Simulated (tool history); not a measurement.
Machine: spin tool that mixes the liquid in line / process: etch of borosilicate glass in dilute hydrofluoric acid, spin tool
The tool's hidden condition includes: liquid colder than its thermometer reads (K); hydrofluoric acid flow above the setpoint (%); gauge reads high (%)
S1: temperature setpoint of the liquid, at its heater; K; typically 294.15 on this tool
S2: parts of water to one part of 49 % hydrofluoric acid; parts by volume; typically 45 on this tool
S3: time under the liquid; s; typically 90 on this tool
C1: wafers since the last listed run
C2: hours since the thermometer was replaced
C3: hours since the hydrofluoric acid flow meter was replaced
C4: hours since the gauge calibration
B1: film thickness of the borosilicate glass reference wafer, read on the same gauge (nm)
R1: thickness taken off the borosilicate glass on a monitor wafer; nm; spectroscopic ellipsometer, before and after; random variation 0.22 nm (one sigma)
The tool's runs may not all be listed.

{"run": 1, "hour": 0.0, "S1": 294.15, "S2": 45, "S3": 90, "C1": 0, "C2": 1200.3, "C3": 164, "C4": 1709.3, "B1": 129.98, "R1": 34.78}
{"run": 2, "hour": 65.8, "S1": 294.15, "S2": 45, "S3": 90, "C1": 604, "C2": 1266.1, "C3": 229.8, "C4": 1775.1, "B1": 130.03, "R1": 34.77}
{"run": 3, "hour": 193.3, "S1": 294.15, "S2": 45, "S3": 90, "C1": 1171, "C2": 1393.6, "C3": 357.3, "C4": 1902.6, "B1": 129.99, "R1": 34.86}
{"run": 4, "hour": 258.3, "S1": 295.65, "S2": 45, "S3": 90, "C1": 596, "C2": 1458.6, "C3": 422.3, "C4": 1967.6, "B1": 130.02, "R1": 37.09}
{"run": 5, "hour": 303.6, "S1": 295.65, "S2": 45, "S3": 90, "C1": 416, "C2": 1503.9, "C3": 467.6, "C4": 2012.9, "B1": 130.02, "R1": 37.45}
{"hour": 329.2, "done": "hydrofluoric acid flow meter replaced"}
{"run": 6, "hour": 368.5, "S1": 294.15, "S2": 45, "S3": 90, "C1": 586, "C2": 1568.8, "C3": 39.3, "C4": 2077.8, "B1": 130.02, "R1": 34.03}
{"run": 7, "hour": 393.2, "S1": 294.15, "S2": 45, "S3": 90, "C1": 226, "C2": 1593.5, "C3": 64, "C4": 2102.5, "B1": 130, "R1": 33.53}
{"run": 8, "hour": 431.0, "S1": 294.15, "S2": 45, "S3": 90, "C1": 347, "C2": 1631.3, "C3": 101.8, "C4": 2140.3, "B1": 130.05, "R1": 33.8}
{"hour": 433.1, "done": "thermometer replaced"}
{"run": 9, "hour": 461.9, "S1": 292.65, "S2": 45, "S3": 90, "C1": 274, "C2": 28.8, "C3": 132.7, "C4": 2171.2, "B1": 130.01, "R1": 34.09}
{"run": 10, "hour": 512.8, "S1": 296.65, "S2": 60, "S3": 90, "C1": 467, "C2": 79.7, "C3": 183.6, "C4": 2222.1, "B1": 130.04, "R1": 30.27}
{"run": 11, "hour": 547.2, "S1": 294.15, "S2": 50, "S3": 90, "C1": 315, "C2": 114.1, "C3": 218, "C4": 2256.5, "B1": 129.99, "R1": 32.68}
{"run": 12, "hour": 595.4, "S1": 296.65, "S2": 55, "S3": 90, "C1": 442, "C2": 162.3, "C3": 266.2, "C4": 2304.7, "B1": 130.01, "R1": 33.12}
{"run": 13, "hour": 659.5, "S1": 290.15, "S2": 60, "S3": 90, "C1": 588, "C2": 226.4, "C3": 330.3, "C4": 2368.8, "B1": 130, "R1": 23.1}
{"hour": 670.5, "done": "gauge calibrated"}
{"run": 14, "hour": 697.9, "S1": 298.15, "S2": 45, "S3": 40, "C1": 352, "C2": 264.8, "C3": 368.7, "C4": 27.4, "B1": 130, "R1": 19.48}
{"run": 15, "hour": 747.6, "S1": 296.65, "S2": 45, "S3": 90, "C1": 456, "C2": 314.5, "C3": 418.4, "C4": 77.1, "B1": 129.98, "R1": 40.99}
{"run": 16, "hour": 808.5, "S1": 295.65, "S2": 60, "S3": 60, "C1": 559, "C2": 375.4, "C3": 479.3, "C4": 138, "B1": 129.97, "R1": 19.34}
{"hour": 858.4, "done": "hydrofluoric acid flow meter replaced"}
{"run": 17, "hour": 874.3, "S1": 294.15, "S2": 45, "S3": 90, "C1": 595, "C2": 441.2, "C3": 15.9, "C4": 203.8, "B1": 129.99, "R1": 35.85}
{"run": 18, "hour": 940.2, "S1": 294.15, "S2": 45, "S3": 90, "C1": 605, "C2": 507.1, "C3": 81.8, "C4": 269.7, "B1": 129.99, "R1": 36.31}
{"run": 19, "hour": 983.6, "S1": 294.15, "S2": 60, "S3": 135, "C1": 398, "C2": 550.5, "C3": 125.2, "C4": 313.1, "B1": 130.01, "R1": 39.64}
{"run": 20, "hour": 1009.7, "S1": 294.15, "S2": 40, "S3": 90, "C1": 239, "C2": 576.6, "C3": 151.3, "C4": 339.2, "B1": 130.01, "R1": 40.24}
{"run": 21, "hour": 1061.1, "S1": 297.15, "S2": 45, "S3": 110, "C1": 472, "C2": 628, "C3": 202.7, "C4": 390.6, "B1": 130.05, "R1": 50}
{"run": 22, "hour": 1108.5, "S1": 294.15, "S2": 45, "S3": 70, "C1": 435, "C2": 675.4, "C3": 250.1, "C4": 438, "B1": 130.01, "R1": 28.22}
{"run": 23, "hour": 1318.0, "S1": 291.65, "S2": 60, "S3": 90, "C1": 1924, "C2": 884.9, "C3": 459.6, "C4": 647.5, "B1": 129.96, "R1": 24.03}
{"run": 24, "hour": 1354.5, "S1": 294.15, "S2": 45, "S3": 90, "C1": 335, "C2": 921.4, "C3": 496.1, "C4": 684, "B1": 130.04, "R1": 36.34}
{"hour": 1376.4, "done": "hydrofluoric acid flow meter replaced"}
{"run": 25, "hour": 1403.7, "S1": 296.65, "S2": 30, "S3": 55, "C1": 442, "C2": 970.6, "C3": 27.3, "C4": 733.2, "B1": 130.02, "R1": 35.66}
{"run": 26, "hour": 1436.5, "S1": 294.15, "S2": 45, "S3": 90, "C1": 301, "C2": 1003.4, "C3": 60.1, "C4": 766, "B1": 130.03, "R1": 34.75}
{"run": 27, "hour": 1480.4, "S1": 294.15, "S2": 45, "S3": 60, "C1": 403, "C2": 1047.3, "C3": 104, "C4": 809.9, "B1": 129.98, "R1": 23.33}
{"run": 28, "hour": 1535.2, "S1": 294.15, "S2": 45, "S3": 90, "C1": 503, "C2": 1102.1, "C3": 158.8, "C4": 864.7, "B1": 129.95, "R1": 34.58}
{"run": 29, "hour": 1567.0, "S1": 297.15, "S2": 65, "S3": 50, "C1": 292, "C2": 1133.9, "C3": 190.6, "C4": 896.5, "B1": 130, "R1": 14.8}
{"run": 30, "hour": 1624.2, "S1": 290.65, "S2": 45, "S3": 130, "C1": 525, "C2": 1191.1, "C3": 247.8, "C4": 953.7, "B1": 130, "R1": 43.09}
{"run": 31, "hour": 1674.6, "S1": 294.15, "S2": 60, "S3": 90, "C1": 462, "C2": 1241.5, "C3": 298.2, "C4": 1004.1, "B1": 129.97, "R1": 25.66}
{"run": 32, "hour": 1731.2, "S1": 294.15, "S2": 30, "S3": 115, "C1": 519, "C2": 1298.1, "C3": 354.8, "C4": 1060.7, "B1": 129.97, "R1": 67.28}

For some of the steps in R1 from one run to the next: how much would appear even if the tool had no hidden state, given the settings, what came in and random variation, and how much remains for the hidden state plus any gauge scatter that the measured result and the result without hidden state don't share?
Run 8 -> 9: S1 294.15 -> 292.65, thermometer replaced. R1 +0.29 nm: hidden state +2.9, all else -2.61.
Run 21 -> 22: S1 297.15 -> 294.15, S3 110 -> 70. R1 -21.78 nm: hidden state +0.3, all else -22.08.
Run 24 -> 25: S1 294.15 -> 296.65, S2 45 -> 30, S3 90 -> 55, hydrofluoric acid flow meter replaced. R1 -0.68 nm: hidden state -1.63, all else +0.95.
Run 29 -> 30: S1 297.15 -> 290.65, S2 65 -> 45, S3 50 -> 130. R1 +28.29 nm: hidden state -1.35, all else +29.64.
Run 31 -> 32: S2 60 -> 30, S3 90 -> 115. R1 +41.62 nm: hidden state -1.79, all else +43.41.

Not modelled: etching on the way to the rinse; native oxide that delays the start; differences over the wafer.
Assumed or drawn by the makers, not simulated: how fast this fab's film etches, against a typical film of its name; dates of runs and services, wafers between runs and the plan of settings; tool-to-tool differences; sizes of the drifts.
